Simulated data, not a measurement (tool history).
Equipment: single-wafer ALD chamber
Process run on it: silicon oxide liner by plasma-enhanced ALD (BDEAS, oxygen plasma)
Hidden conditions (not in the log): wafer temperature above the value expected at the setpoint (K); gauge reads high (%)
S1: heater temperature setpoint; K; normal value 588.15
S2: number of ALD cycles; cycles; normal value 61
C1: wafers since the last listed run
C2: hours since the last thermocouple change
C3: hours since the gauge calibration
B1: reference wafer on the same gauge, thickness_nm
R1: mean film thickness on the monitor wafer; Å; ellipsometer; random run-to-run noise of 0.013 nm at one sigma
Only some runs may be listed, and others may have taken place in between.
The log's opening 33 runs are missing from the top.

| run | hour | S1 | S2 | C1 | C2 | C3 | B1 | R1 |
|---|---|---|---|---|---|---|---|---|
|  | 497.9 | gauge calibrated |
| 34 | 508.7 | 588.15 | 61 | 140 | 56.1 | 10.8 | 5.331 | 51.42 |
| 35 | 524.6 | 574.15 | 66 | 128 | 72.0 | 26.7 | 5.327 | 56.69 |
| 36 | 556.3 | 598.15 | 53 | 255 | 103.7 | 58.4 | 5.332 | 44.15 |
| 37 | 568.5 | 588.15 | 61 | 98 | 115.9 | 70.6 | 5.332 | 51.35 |
| 38 | 586.4 | 588.15 | 61 | 144 | 133.8 | 88.5 | 5.329 | 51.40 |
| 39 | 601.8 | 573.15 | 67 | 124 | 149.2 | 103.9 | 5.331 | 57.37 |
| 40 | 619.6 | 588.15 | 58 | 143 | 167.0 | 121.7 | 5.329 | 48.86 |
| 41 | 628.1 | 588.15 | 61 | 68 | 175.5 | 130.2 | 5.330 | 51.06 |

The next listed run, before its measurement:
| 42 | 638.4 | 576.15 | 52 | 83 | 185.8 | 140.5 | ? | ? |

Run 42 produced B1 5.329, R1 44.45 Å.
With the hidden condition absent and the run-to-run variation left alone, this run would have shown R1 44.45 Å.

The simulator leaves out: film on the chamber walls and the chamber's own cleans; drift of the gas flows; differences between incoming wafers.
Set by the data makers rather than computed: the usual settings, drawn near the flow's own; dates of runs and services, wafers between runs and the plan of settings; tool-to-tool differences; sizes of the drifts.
